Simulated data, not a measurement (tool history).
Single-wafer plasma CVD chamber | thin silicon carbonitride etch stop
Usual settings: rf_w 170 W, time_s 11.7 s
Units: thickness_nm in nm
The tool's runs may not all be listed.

run    hour  rf_w  time_s  wafers since the last listed run  hours since the last thermocouple change  hours since the last RF generator calibration  hours since the showerhead was replaced  hours since the gauge calibration  read-back reference wafer on the same gauge, thickness_nm  thickness_nm
  1       0   170      13                                 0                                    1020.5                                         1039.7                                   2079.9                              610.6                                                      6.851         7.028
  2    55.5   170    11.7                               840                                      1076                                         1095.2                                   2135.4                              666.1                                                      6.849         6.345
  3   113.3   170    11.7                               875                                    1133.8                                           1153                                   2193.2                              723.9                                                       6.85         6.334
  4   139.7   160    11.7                               399                                    1160.2                                         1179.4                                   2219.6                              750.3                                                      6.849         6.171
  5   181.9   160    11.7                               639                                    1202.4                                         1221.6                                   2261.8                              792.5                                                      6.848         6.163
  6   342.6   160    11.7                              2434                                    1363.1                                         1382.3                                   2422.5                              953.2                                                       6.85         6.172
  7   380.7   170    11.7                               577                                    1401.2                                         1420.4                                   2460.6                              991.3                                                       6.85         6.326
  8   411.9   170    11.7                               472                                    1432.4                                         1451.6                                   2491.8                             1022.5                                                      6.853         6.309
      446.1  -- showerhead replaced
  9   479.8   170    11.7                               907                                    1500.3                                         1519.5                                     33.7                             1090.4                                                      6.848         6.341
 10   504.7   170    11.7                               377                                    1525.2                                         1544.4                                     58.6                             1115.3                                                       6.85         6.329
 11   553.7   170    11.7                               742                                    1574.2                                         1593.4                                    107.6                             1164.3                                                       6.85         6.306
 12     645   170    11.7                              1383                                    1665.5                                         1684.7                                    198.9                             1255.6                                                      6.853          6.32
      684.8  -- RF generator calibrated
 13   689.3   170    11.7                               549                                    1709.8                                            4.5                                    243.2                             1299.9                                                      6.852         6.319
      744.1  -- gauge calibrated
 14   755.1   170    11.7                               996                                    1775.6                                           70.3                                      309                                 11                                                      6.847         6.319
 15   818.3   170    11.7                               957                                    1838.8                                          133.5                                    372.2                               74.2                                                      6.847         6.305
 16   944.3   185    11.7                              1908                                    1964.8                                          259.5                                    498.2                              200.2                                                      6.848          6.52
 17   969.4   140    11.7                               380                                    1989.9                                          284.6                                    523.3                              225.3                                                       6.85         5.868
 18  1000.4   170    11.7                               469                                    2020.9                                          315.6                                    554.3                              256.3                                                      6.849         6.313
 19  1032.7   150     9.6                               489                                    2053.2                                          347.9                                    586.6                              288.6                                                      6.851         4.949
     1088.7  -- thermocouple changed; heater temperature recalibrated
 20  1091.3   170    11.7                               766                                       2.6                                          406.5                                    645.2                              347.2                                                      6.847         6.327
 21  1142.1   140    11.7                               769                                      53.4                                          457.3                                      696                                398                                                       6.85         5.885
 22  1192.1   170    11.7                               757                                     103.4                                          507.3                                      746                                448                                                      6.852         6.319
 23  1219.1   190    11.7                               409                                     130.4                                          534.3                                      773                                475                                                      6.853         6.581
 24  1290.2   190    12.4                              1077                                     201.5                                          605.4                                    844.1                              546.1                                                       6.85         6.961
 25  1329.3   180    12.4                               592                                     240.6                                          644.5                                    883.2                              585.2                                                      6.847         6.851
 26  1368.1   150    13.2                               587                                     279.4                                          683.3                                      922                                624                                                      6.849         6.814
 27  1392.9   170    12.5                               375                                     304.2                                          708.1                                    946.8                              648.8                                                      6.848         6.751
 28  1423.4   170    13.1                               462                                     334.7                                          738.6                                    977.3                              679.3                                                       6.85         7.068
 29  1458.3   155    13.5                               528                                     369.6                                          773.5                                   1012.2                              714.2                                                       6.85          7.04
 30  1503.3   195    10.7                               681                                     414.6                                          818.5                                   1057.2                              759.2                                                      6.849         6.073
 31  1566.5   170     9.5                               957                                     477.8                                          881.7                                   1120.4                              822.4                                                      6.848         5.136
 32  1619.2   170    11.7                               798                                     530.5                                          934.4                                   1173.1                              875.1                                                      6.848         6.338
 33    1686   170    11.7                              1011                                     597.3                                         1001.2                                   1239.9                              941.9                                                      6.851         6.296
 34  1735.6   190    13.8                               751                                     646.9                                         1050.8                                   1289.5                              991.5                                                      6.848          7.77
 35  1778.8   170    13.7                               654                                     690.1                                           1094                                   1332.7                             1034.7                                                      6.851         7.414
 36  1845.6   170    11.7                              1011                                     756.9                                         1160.8                                   1399.5                             1101.5                                                      6.851          6.33

What the log doesn't show, run by run:
wafer temperature above the value expected at the setpoint (K): 0 in every run
delivered RF power above the setpoint (%): 0 in every run
gauge reads high (%): 0 in every run
